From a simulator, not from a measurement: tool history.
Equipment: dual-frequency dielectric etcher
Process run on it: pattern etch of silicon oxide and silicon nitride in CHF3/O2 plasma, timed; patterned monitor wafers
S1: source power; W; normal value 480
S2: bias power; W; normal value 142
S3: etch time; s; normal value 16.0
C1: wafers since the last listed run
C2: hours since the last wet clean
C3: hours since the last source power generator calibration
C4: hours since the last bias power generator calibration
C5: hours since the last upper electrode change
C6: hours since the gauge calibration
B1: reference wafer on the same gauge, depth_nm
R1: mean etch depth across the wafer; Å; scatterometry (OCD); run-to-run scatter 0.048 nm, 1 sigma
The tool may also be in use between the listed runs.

Run 1, hour 0.0: usual settings; C1 0; C2 205.2; C3 544.8; C4 1607.7; C5 3877.7; C6 1896.5; B1 20.20. Result: R1 201.9 Å.
Run 2, hour 42.8: usual settings; C1 770; C2 248.0; C3 587.6; C4 1650.5; C5 3920.5; C6 1939.3; B1 20.20. Result: R1 201.7 Å.
Run 3, hour 140.1: usual settings but S3 14.0 s; C1 1751; C2 345.3; C3 684.9; C4 1747.8; C5 4017.8; C6 2036.6; B1 20.20. Result: R1 176.5 Å.
Run 4, hour 237.7: usual settings but S3 14.0 s; C1 1757; C2 442.9; C3 782.5; C4 1845.4; C5 4115.4; C6 2134.2; B1 20.18. Result: R1 176.3 Å.
Run 5, hour 292.1: usual settings but S3 14.0 s; C1 979; C2 497.3; C3 836.9; C4 1899.8; C5 4169.8; C6 2188.6; B1 20.18. Result: R1 177.1 Å.
At hour 367.5: wet clean of the chamber.
Run 6, hour 368.0: usual settings but S3 17.5 s; C1 934; C2 0.5; C3 912.8; C4 1975.7; C5 4245.7; C6 2264.5; B1 20.20. Result: R1 221.2 Å.
Run 7, hour 458.9: usual settings but S3 17.5 s; C1 1636; C2 91.4; C3 1003.7; C4 2066.6; C5 4336.6; C6 2355.4; B1 20.22. Result: R1 221.6 Å.
Run 8, hour 509.6: usual settings but S3 17.5 s; C1 912; C2 142.1; C3 1054.4; C4 2117.3; C5 4387.3; C6 2406.1; B1 20.20. Result: R1 221.3 Å.
Run 9, hour 549.1: usual settings but S1 400 W; C1 711; C2 181.6; C3 1093.9; C4 2156.8; C5 4426.8; C6 2445.6; B1 20.21. Result: R1 193.2 Å.
At hour 624.4: gauge calibrated.
Run 10, hour 636.9: usual settings but S1 400 W; C1 1580; C2 269.4; C3 1181.7; C4 2244.6; C5 4514.6; C6 12.5; B1 20.19. Result: R1 192.6 Å.
Run 11, hour 698.6: usual settings but S1 400 W; C1 1110; C2 331.1; C3 1243.4; C4 2306.3; C5 4576.3; C6 74.2; B1 20.21. Result: R1 193.6 Å.
Run 12, hour 784.5: usual settings but S2 114 W, S3 19.5 s; C1 1546; C2 417.0; C3 1329.3; C4 2392.2; C5 4662.2; C6 160.1; B1 20.19. Result: R1 234.1 Å.
Run 13, hour 830.4: usual settings but S1 450 W; C1 826; C2 462.9; C3 1375.2; C4 2438.1; C5 4708.1; C6 206.0; B1 20.19. Result: R1 199.5 Å.
Run 14, hour 938.2: usual settings but S2 155 W; C1 1940; C2 570.7; C3 1483.0; C4 2545.9; C5 4815.9; C6 313.8; B1 20.21. Result: R1 207.9 Å.
Run 15, hour 1018.6: usual settings but S1 400 W, S2 117 W; C1 1447; C2 651.1; C3 1563.4; C4 2626.3; C5 4896.3; C6 394.2; B1 20.20. Result: R1 183.6 Å.
At hour 1051.8: wet clean of the chamber.
Run 16, hour 1096.6: usual settings; C1 972; C2 44.8; C3 1641.4; C4 2704.3; C5 4974.3; C6 472.2; B1 20.21. Result: R1 203.3 Å.
At hour 1170.3: upper electrode replaced.
At hour 1177.3: bias power generator calibrated.
Run 17, hour 1195.6: usual settings but S1 380 W, S2 129 W, S3 20.0 s; C1 1278; C2 143.8; C3 1740.4; C4 18.3; C5 25.3; C6 571.2; B1 20.21. Result: R1 232.5 Å.
Run 18, hour 1250.8: usual settings but S1 420 W, S2 121 W, S3 14.5 s; C1 993; C2 199.0; C3 1795.6; C4 73.5; C5 80.5; C6 626.4; B1 20.19. Result: R1 170.3 Å.
Run 19, hour 1320.9: usual settings but S1 390 W, S3 20.5 s; C1 1262; C2 269.1; C3 1865.7; C4 143.6; C5 150.6; C6 696.5; B1 20.20. Result: R1 247.3 Å.
Run 20, hour 1400.4: usual settings but S2 153 W; C1 1431; C2 348.6; C3 1945.2; C4 223.1; C5 230.1; C6 776.0; B1 20.20. Result: R1 208.6 Å.
At hour 1442.8: source power generator calibrated.
Run 21, hour 1472.0: usual settings but S1 560 W, S2 171 W, S3 14.5 s; C1 1217; C2 420.2; C3 29.2; C4 294.7; C5 301.7; C6 847.6; B1 20.19. Result: R1 201.4 Å.
Run 22, hour 1568.5: usual settings but S2 114 W, S3 19.5 s; C1 1737; C2 516.7; C3 125.7; C4 391.2; C5 398.2; C6 944.1; B1 20.20. Result: R1 232.5 Å.
Run 23, hour 1648.3: usual settings but S1 550 W, S2 173 W, S3 17.5 s; C1 1436; C2 596.5; C3 205.5; C4 471.0; C5 478.0; C6 1023.9; B1 20.20. Result: R1 243.1 Å.
At hour 1725.8: wet clean of the chamber.
Run 24, hour 1744.3: usual settings but S1 580 W, S3 12.0 s; C1 1296; C2 18.5; C3 301.5; C4 567.0; C5 574.0; C6 1119.9; B1 20.21. Result: R1 159.9 Å.
Run 25, hour 1807.4: usual settings; C1 1136; C2 81.6; C3 364.6; C4 630.1; C5 637.1; C6 1183.0; B1 20.18. Result: R1 201.5 Å.
Run 26, hour 1903.4: usual settings; C1 1728; C2 177.6; C3 460.6; C4 726.1; C5 733.1; C6 1279.0; B1 20.20. Result: R1 202.5 Å.
Run 27, hour 1992.4: usual settings but S1 410 W, S2 132 W; C1 1602; C2 266.6; C3 549.6; C4 815.1; C5 822.1; C6 1368.0; B1 20.20. Result: R1 190.4 Å.
Run 28, hour 2057.1: usual settings but S1 600 W; C1 1164; C2 331.3; C3 614.3; C4 879.8; C5 886.8; C6 1432.7; B1 20.20. Result: R1 216.8 Å.

How the hidden state differs across the entries between the runs, from the last listed run before each to the first after it:
Run 5 -> run 6: wet clean of the chamber (hour 367.5)
  source power that arrives over what is set, %: 0.278 -> 0.455
  difference, measured minus the result without the unlogged condition, R1: +0.2 -> +0.3 Å
Run 9 -> run 10: gauge calibrated (hour 624.4)
  source power that arrives over what is set, %: 0.942 -> 1.21
  difference, measured minus the result without the unlogged condition, R1: +0.5 -> +0.6 Å
Run 15 -> run 16: wet clean of the chamber (hour 1051.8)
  source power that arrives over what is set, %: 2.61 -> 2.95
  difference, measured minus the result without the unlogged condition, R1: +1.3 -> +1.6 Å
Run 16 -> run 17: upper electrode replaced (hour 1170.3); bias power generator calibrated (hour 1177.3)
  source power that arrives over what is set, %: 2.95 -> 3.39
  difference, measured minus the result without the unlogged condition, R1: +1.6 -> +2.2 Å
Run 20 -> run 21: source power generator calibrated (hour 1442.8)
  source power that arrives over what is set, %: 4.41 -> 0.117
  difference, measured minus the result without the unlogged condition, R1: +2.5 -> +0.1 Å
Run 23 -> run 24: wet clean of the chamber (hour 1725.8)
  source power that arrives over what is set, %: 0.173 -> 0.238
  difference, measured minus the result without the unlogged condition, R1: +0.1 -> +0.1 Å
